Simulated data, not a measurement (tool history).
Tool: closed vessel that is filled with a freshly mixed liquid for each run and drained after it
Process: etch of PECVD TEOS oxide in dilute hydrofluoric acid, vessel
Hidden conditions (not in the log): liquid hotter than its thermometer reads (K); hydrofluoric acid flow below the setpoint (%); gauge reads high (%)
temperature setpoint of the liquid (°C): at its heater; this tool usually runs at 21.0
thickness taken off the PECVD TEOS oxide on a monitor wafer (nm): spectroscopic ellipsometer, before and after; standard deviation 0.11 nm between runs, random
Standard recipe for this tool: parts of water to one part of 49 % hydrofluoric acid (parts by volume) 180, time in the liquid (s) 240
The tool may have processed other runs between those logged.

run	hour	temperature setpoint of the liquid (°C)	parts of water to one part of 49 % hydrofluoric acid (parts by volume)	time in the liquid (s)	wafers since the last listed run	hours since the thermometer was replaced	hours since the hydrofluoric acid flow meter was replaced	hours since the gauge calibration	read-back film thickness of the PECVD TEOS oxide reference wafer, read on the same gauge (nm)	thickness taken off the PECVD TEOS oxide on a monitor wafer (nm)
1	0.0	21.0	180	240	0	164.8	737.6	486.4	89.98	14.90
2	97.9	21.0	180	240	8476	262.7	835.5	584.3	89.99	14.89
3	174.5	21.0	180	240	6632	339.3	912.1	660.9	89.99	14.80
4	237.2	21.0	180	240	5428	402.0	974.8	723.6	89.97	14.91
5	287.6	21.0	180	240	4363	452.4	1025.2	774.0	89.98	14.89
6	323.9	17.5	180	240	3142	488.7	1061.5	810.3	90.00	13.00
7	393.3	17.5	180	240	6008	558.1	1130.9	879.7	90.01	12.90
8	486.3	17.5	180	240	8052	651.1	1223.9	972.7	89.98	12.91
9	572.8	21.0	180	240	7489	737.6	1310.4	1059.2	90.02	14.80
# hour 649.6: gauge calibrated
10	665.9	21.0	180	240	8060	830.7	1403.5	16.3	89.96	14.72
11	730.4	21.0	180	240	5584	895.2	1468.0	80.8	90.00	14.67
12	835.0	21.0	180	240	9056	999.8	1572.6	185.4	89.99	14.99
13	900.9	18.0	220	240	5705	1065.7	1638.5	251.3	89.96	10.44
14	967.3	21.0	180	240	5749	1132.1	1704.9	317.7	90.00	15.04
# hour 1030.6: hydrofluoric acid flow meter replaced
15	1047.5	21.0	180	240	6857	1212.3	16.9	397.9	90.02	14.77
16	1090.2	21.0	180	240	3697	1255.0	59.6	440.6	90.01	14.76
17	1171.3	18.5	180	155	7021	1336.1	140.7	521.7	89.98	8.70
# hour 1194.2: thermometer replaced
18	1258.0	21.0	105	180	7420	63.8	227.4	608.4	90.05	20.63
19	1316.3	17.0	120	175	5047	122.1	285.7	666.7	89.99	14.77
20	1364.7	17.0	235	95	4190	170.5	334.1	715.1	90.02	3.69
21	1561.9	21.0	180	355	17073	367.7	531.3	912.3	90.04	21.98
22	1606.2	21.0	220	120	3835	412.0	575.6	956.6	89.99	5.88
23	1685.1	21.0	180	240	6831	490.9	654.5	1035.5	89.99	14.92
# hour 1690.8: gauge calibrated
24	1750.0	25.5	105	240	5619	555.8	719.4	59.2	89.95	33.28

Forecast each of these 3 alternatives for the next run:
A	1750.7	24.0	180	240	60	556.5	720.1	59.9	?	?
B	1750.7	19.5	180	240	60	556.5	720.1	59.9	?	?
C	1750.7	18.5	265	160	60	556.5	720.1	59.9	?	?

run	read-back film thickness of the PECVD TEOS oxide reference wafer, read on the same gauge (nm)	thickness taken off the PECVD TEOS oxide on a monitor wafer (nm)
A	90.04	16.75
B	90.04	14.10
C	90.04	5.67
With the hidden condition removed and each run's random variation left untouched, the same runs would have given:
run	thickness taken off the PECVD TEOS oxide on a monitor wafer (nm)
A	16.75
B	14.10
C	5.67
